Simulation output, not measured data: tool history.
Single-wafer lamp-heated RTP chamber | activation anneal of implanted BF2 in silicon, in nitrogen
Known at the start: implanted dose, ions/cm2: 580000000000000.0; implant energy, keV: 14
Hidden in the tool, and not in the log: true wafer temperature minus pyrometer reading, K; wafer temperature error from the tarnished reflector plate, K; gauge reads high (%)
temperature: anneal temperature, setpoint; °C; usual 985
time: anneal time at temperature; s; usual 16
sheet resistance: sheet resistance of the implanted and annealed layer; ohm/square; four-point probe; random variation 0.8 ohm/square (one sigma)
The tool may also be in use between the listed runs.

run	hour	temperature	time	wafers since the last listed run	wafers since the last pyrometer calibration	wafers since the reflector plate was cleaned	hours since the gauge calibration	read-back reference wafer on the same gauge, sheet resistance	sheet resistance
1	0	985	16	0	3370	9221	156.8	391.83	319.7
2	6.7	985	16	65	3435	9286	163.5	392.19	318.94
3	18.1	985	16	110	3546	9397	174.9	391.53	319.54
4	32.4	1008	16	138	3685	9536	189.2	392.17	294.19
5	42.8	995	16	100	3786	9637	199.6	391.95	306.97
6	50.1	995	16	70	3857	9708	206.9	391.86	305.62
7	62.4	985	16	119	3976	9827	219.2	391.77	318.24
# hour 71.2: reflector plate cleaned
# hour 89.3: gauge calibrated
# hour 101.7: pyrometer window cleaned and pyrometer calibrated
8	102.2	985	16	231	5	222	12.9	391.9	338.23
9	110.5	985	16	80	85	303	21.2	392.15	335.76
10	125.1	985	16	141	227	445	35.8	392.07	334.71
11	139.9	996	7	143	371	589	50.6	392.06	342.41
12	152.2	976	9	119	490	708	62.9	392.03	369.54
13	158.9	1006	8	65	555	773	69.6	391.89	323.3
14	171.6	971	19	123	679	896	82.3	392.13	351.49
15	179.1	985	20	72	751	969	89.8	391.96	323.33
16	195.4	985	16	158	910	1127	106.1	391.9	327.42
17	203.6	1012	10	79	989	1207	114.3	391.92	307.83
18	220.1	1004	16	160	1149	1367	130.8	391.91	303.43

The same runs without the tool's hidden state, with the same run-to-run variation:
run	sheet resistance
1	337.91
2	337.2
3	337.99
4	305.09
5	320.78
6	319.43
7	337.11
8	338.42
9	337.05
10	337.79
11	346.4
12	377.29
13	327.67
14	361.43
15	331
16	336.8
17	313.6
18	309.85
